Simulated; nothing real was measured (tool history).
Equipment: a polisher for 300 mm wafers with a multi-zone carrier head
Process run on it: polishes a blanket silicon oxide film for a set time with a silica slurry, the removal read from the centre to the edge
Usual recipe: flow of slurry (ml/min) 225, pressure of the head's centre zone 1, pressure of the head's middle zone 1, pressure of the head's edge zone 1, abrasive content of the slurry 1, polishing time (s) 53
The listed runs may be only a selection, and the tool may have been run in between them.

run	hour	flow of slurry (ml/min)	pressure of the head's centre zone	pressure of the head's middle zone	pressure of the head's edge zone	abrasive content of the slurry	polishing time (s)	incoming thickness of the incoming film, nm	film removed at the wafer's centre (Å)	film removed at mid-radius (Å)	film removed at the wafer's edge (Å)
1	0	225	1	1.04	1	1	53	1128.2	1815	1863	1817
2	30.6	225	1	1.04	1	1	53	1129.6	1715	1797	1754
3	57.8	225	0.97	1	1	1	53	1128.3	1606	1676	1697
# hour 62.7: worn pad replaced by a new one
# hour 95.2: slurry nozzle cleaned
4	113.9	225	0.97	1	1	1	53	1160.9	1840	1917	1972
5	131.3	225	0.97	1	1	1	53	1147.5	1812	1878	1942
6	146	225	1	1	1	1	53	1141.6	1838	1875	1889
7	163.3	265	1	1	1	1.1	35	1126.2	1288	1288	1311
8	191.6	225	0.92	1	0.89	1	53	1138.5	1661	1800	1780
# hour 203.5: carrier head's membrane replaced by a new one
# hour 206.3: worn pad replaced by a new one
9	217.2	225	1.1	1	1	1	53	1119.3	2114	1923	1917
10	235	225	1	1	0.96	1	53	1131.5	1904	1907	1885
11	259.8	245	1	1	1	1.1	46	1125.2	1709	1734	1752
12	276.5	225	1	0.89	1	1	53	1138	1860	1695	1928
# hour 293.9: centre zone pressure recalibrated
13	310.4	225	1	1	1	1	53	1158.1	1832	1860	1866
# hour 329.8: edge zone pressure recalibrated
14	336.8	300	1	1	1	1	53	1151.4	1851	1848	1867
# hour 351.2: worn pad replaced by a new one
15	351.7	225	0.93	0.95	1	1	53	1124.2	1715	1804	1911
16	374.2	225	1	1.05	1	1	53	1151.7	1890	1977	1922

Forecast run 17:
17	405.9	225	1	1	1	1	53	1126.6	?	?	?

Run 17 gave film removed at the wafer's centre (Å) 1815, film removed at mid-radius (Å) 1839, film removed at the wafer's edge (Å) 1910.
The same run, on a tool lacking any hidden state, would have yielded film removed at the wafer's centre (Å) 1882, film removed at mid-radius (Å) 1907, film removed at the wafer's edge (Å) 1981.
